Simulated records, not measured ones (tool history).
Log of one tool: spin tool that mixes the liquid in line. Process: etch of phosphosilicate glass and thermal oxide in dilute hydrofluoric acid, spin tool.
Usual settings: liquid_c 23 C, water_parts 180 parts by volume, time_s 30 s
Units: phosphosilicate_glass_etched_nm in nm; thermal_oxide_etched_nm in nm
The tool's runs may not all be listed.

run,hour,liquid_c,water_parts,time_s,"read-back film thickness of the phosphosilicate glass reference wafer, read on the same gauge (nm)","read-back film thickness of the thermal oxide reference wafer, read on the same gauge (nm)",phosphosilicate_glass_etched_nm,thermal_oxide_etched_nm
1,0,23,180,30,60.97,71.118,25.05,0.747
# hour 11: thermometer replaced
2,61,21,180,30,61.21,71.458,23.6,0.715
3,135.9,23,180,30,61.56,71.856,25.6,0.763
4,210.3,23,235,30,61.88,72.189,18.49,0.517
5,307.7,25.5,90,20,62.16,72.539,42.13,1.234
6,363,23,180,15,62.35,72.75,12.78,0.344
7,402.8,23,180,30,62.43,72.847,25.34,0.732
8,448.8,23,180,30,62.55,73.005,25.72,0.735
9,549.5,23,150,20,62.82,73.281,21.3,0.61
10,597.3,25,180,30,62.93,73.397,28.39,0.824
11,641.6,23,180,30,63.03,73.502,26.14,0.738
12,697,23,180,30,63.08,73.639,25.74,0.777
13,770.9,18.5,235,30,63.25,73.801,16.28,0.457
14,869.3,24.5,235,50,63.36,73.948,33.28,0.952
15,954.8,23,230,30,63.49,74.089,19.46,0.524
16,1004.8,20.5,260,20,63.63,74.186,10.12,0.306
# hour 1020.6: hydrofluoric acid flow meter replaced
17,1051.3,23,180,20,63.66,74.231,17.46,0.523
18,1143.7,18.5,105,30,63.72,74.35,40.5,1.146
19,1237.2,23,180,30,63.79,74.432,26.22,0.709
20,1330.3,18.5,180,30,63.86,74.529,22.19,0.629
21,1436.9,23,180,30,63.92,74.579,26.71,0.731
22,1544.3,27,145,30,64.04,74.679,40.4,1.13
# hour 1560.1: gauge calibrated
23,1648.4,23,180,30,60.27,70.294,24.85,0.756
# hour 1705.4: thermometer replaced
24,1736.7,25.5,180,40,60.87,70.972,37.07,1.046
25,1781,27.5,260,30,61.06,71.26,18.92,0.534

The tool's hidden state at each run:
liquid colder than its thermometer reads (K): 0 in every run
hydrofluoric acid flow below the setpoint (%): 0 in every run
H1: gauge reads high (%)
run,H1
1,1.59
2,2.06
3,2.59
4,3.06
5,3.61
6,3.89
7,4.08
8,4.28
9,4.69
10,4.86
11,5.01
12,5.18
13,5.4
14,5.65
15,5.84
16,5.94
17,6.03
18,6.19
19,6.33
20,6.46
21,6.58
22,6.69
23,0.438
24,1.36
25,1.79
